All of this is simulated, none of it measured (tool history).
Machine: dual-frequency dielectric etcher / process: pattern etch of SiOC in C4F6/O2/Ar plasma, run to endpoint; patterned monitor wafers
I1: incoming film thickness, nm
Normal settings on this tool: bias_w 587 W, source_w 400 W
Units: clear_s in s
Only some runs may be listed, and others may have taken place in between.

run 1 hour=0 | bias_w=587 source_w=400 | I1=49.77 | clear_s=15.6
run 2 hour=45.3 | bias_w=587 source_w=400 | I1=50.47 | clear_s=15.7
run 3 hour=237.4 | bias_w=587 source_w=400 | I1=50.25 | clear_s=15.4
run 4 hour=293.1 | bias_w=481 source_w=370 | I1=49.59 | clear_s=16.9
run 5 hour=338.9 | bias_w=481 source_w=370 | I1=49.94 | clear_s=17
-- hour=392.6 bias power generator calibrated
run 6 hour=405.2 | bias_w=481 source_w=370 | I1=50.12 | clear_s=17.4
-- hour=462.3 wet clean of the chamber
run 7 hour=462.8 | bias_w=587 source_w=400 | I1=49.52 | clear_s=15.8
run 8 hour=488 | bias_w=587 source_w=400 | I1=50.33 | clear_s=16
-- hour=545 source power generator calibrated
run 9 hour=562.1 | bias_w=587 source_w=400 | I1=49.82 | clear_s=15.7
run 10 hour=598 | bias_w=587 source_w=400 | I1=49.78 | clear_s=15.8
-- hour=656.6 upper electrode replaced
run 11 hour=658.3 | bias_w=659 source_w=430 | I1=49.81 | clear_s=14.7
run 12 hour=686.4 | bias_w=465 source_w=470 | I1=50.11 | clear_s=16.4
run 13 hour=710.8 | bias_w=728 source_w=450 | I1=49.58 | clear_s=13.8
run 14 hour=757.9 | bias_w=625 source_w=350 | I1=50.01 | clear_s=16
run 15 hour=786.7 | bias_w=494 source_w=400 | I1=49.82 | clear_s=16.7
run 16 hour=813.4 | bias_w=662 source_w=400 | I1=50.18 | clear_s=15
run 17 hour=860.3 | bias_w=587 source_w=400 | I1=50.41 | clear_s=15.8
-- hour=901.8 wet clean of the chamber
run 18 hour=902.3 | bias_w=587 source_w=400 | I1=49.03 | clear_s=15.5
run 19 hour=952.8 | bias_w=489 source_w=330 | I1=49.89 | clear_s=17.9

Branching from run 19: 3 alternative next runs. What would each branch give?
run A hour=953.2 | bias_w=713 source_w=400 | I1=49.73 | clear_s=?
run B hour=953.2 | bias_w=646 source_w=470 | I1=49.73 | clear_s=?
run C hour=953.2 | bias_w=441 source_w=320 | I1=49.73 | clear_s=?

run=A clear_s=14.6
run=B clear_s=14.5
run=C clear_s=18.8
Without the tool's unlogged condition, the same runs would have read:
run=A clear_s=14.7
run=B clear_s=14.6
run=C clear_s=19

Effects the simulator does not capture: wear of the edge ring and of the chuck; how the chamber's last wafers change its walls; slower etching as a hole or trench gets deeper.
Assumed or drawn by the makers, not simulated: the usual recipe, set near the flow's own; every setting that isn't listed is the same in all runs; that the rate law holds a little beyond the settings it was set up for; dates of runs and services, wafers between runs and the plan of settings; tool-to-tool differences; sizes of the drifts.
